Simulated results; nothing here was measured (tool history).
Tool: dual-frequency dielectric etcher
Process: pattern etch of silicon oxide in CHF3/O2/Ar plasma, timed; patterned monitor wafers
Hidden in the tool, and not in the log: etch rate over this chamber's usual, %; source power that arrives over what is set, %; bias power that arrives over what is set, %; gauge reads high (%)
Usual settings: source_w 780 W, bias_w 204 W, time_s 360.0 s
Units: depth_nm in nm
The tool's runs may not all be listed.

run	day	source_w	bias_w	time_s	wafers since the last listed run	hours since the last wet clean	hours since the last source power generator calibration	hours since the last bias power generator calibration	hours since the last upper electrode change	hours since the gauge calibration	read-back reference wafer on the same gauge, depth_nm	depth_nm
1	0.000	780	204	360.0	0	65.2	1498.1	166.9	3394.6	3.4	947.6	813.4
2	1.871	780	204	360.0	198	110.1	1543.0	211.8	3439.5	48.3	947.5	806.5
3	3.921	780	204	360.0	217	159.3	1592.2	261.0	3488.7	97.5	948.6	805.2
4	6.025	780	204	360.0	223	209.8	1642.7	311.5	3539.2	148.0	947.5	805.2
5	7.600	780	204	360.0	167	247.6	1680.5	349.3	3577.0	185.8	949.3	806.1
# day 9.129: upper electrode replaced
6	9.171	780	254	394.5	60	285.3	1718.2	387.0	1.0	223.5	948.5	927.5
7	11.846	630	244	360.0	283	349.5	1782.4	451.2	65.2	287.7	948.0	762.0
8	13.342	830	175	420.0	158	385.4	1818.3	487.1	101.1	323.6	947.9	922.8
9	16.283	630	228	434.5	312	456.0	1888.9	557.7	171.7	394.2	948.2	911.2
# day 18.888: wet clean of the chamber
10	18.908	660	235	253.5	172	0.5	1951.9	620.7	234.7	457.2	947.0	556.0
11	20.650	780	204	261.5	184	42.3	1993.7	662.5	276.5	499.0	947.9	588.1
12	22.479	780	233	360.0	194	86.2	2037.6	706.4	320.4	542.9	947.1	839.9
13	23.808	780	204	360.0	141	118.1	2069.5	738.3	352.3	574.8	947.4	814.7
14	24.929	710	204	439.0	118	145.0	2096.4	765.2	379.2	601.7	948.2	944.9
15	26.704	590	204	360.0	188	187.6	2139.0	807.8	421.8	644.3	949.3	720.2
16	29.229	780	204	360.0	268	248.2	2199.6	868.4	482.4	704.9	948.9	807.3
17	30.433	970	204	360.0	127	277.1	2228.5	897.3	511.3	733.8	947.7	871.2
18	32.458	780	204	360.0	214	325.7	2277.1	945.9	559.9	782.4	947.2	798.6
19	34.117	780	245	360.0	176	365.5	2316.9	985.7	599.7	822.2	946.7	828.0
20	35.725	920	180	428.0	170	404.1	2355.5	1024.3	638.3	860.8	947.7	981.2
# day 36.204: source power generator calibrated
21	37.596	910	219	265.0	180	449.0	33.4	1069.2	683.2	905.7	948.7	620.0
# day 45.154: wet clean of the chamber
22	45.658	780	222	360.0	749	12.1	226.9	1262.7	876.7	1099.2	948.4	818.0
23	47.558	780	204	360.0	201	57.7	272.5	1308.3	922.3	1144.8	946.8	802.2
24	50.242	780	204	261.5	284	122.1	336.9	1372.7	986.7	1209.2	949.0	577.7
25	52.146	780	204	360.0	202	167.8	382.6	1418.4	1032.4	1254.9	949.0	799.4

Forecast run 26:
26	54.621	780	204	261.5	262	227.2	442.0	1477.8	1091.8	1314.3	?	?

read-back reference wafer on the same gauge, depth_nm: 947.4
depth_nm: 580.2 nm
Without the tool's hidden state the same run would have given depth_nm 585.2 nm.

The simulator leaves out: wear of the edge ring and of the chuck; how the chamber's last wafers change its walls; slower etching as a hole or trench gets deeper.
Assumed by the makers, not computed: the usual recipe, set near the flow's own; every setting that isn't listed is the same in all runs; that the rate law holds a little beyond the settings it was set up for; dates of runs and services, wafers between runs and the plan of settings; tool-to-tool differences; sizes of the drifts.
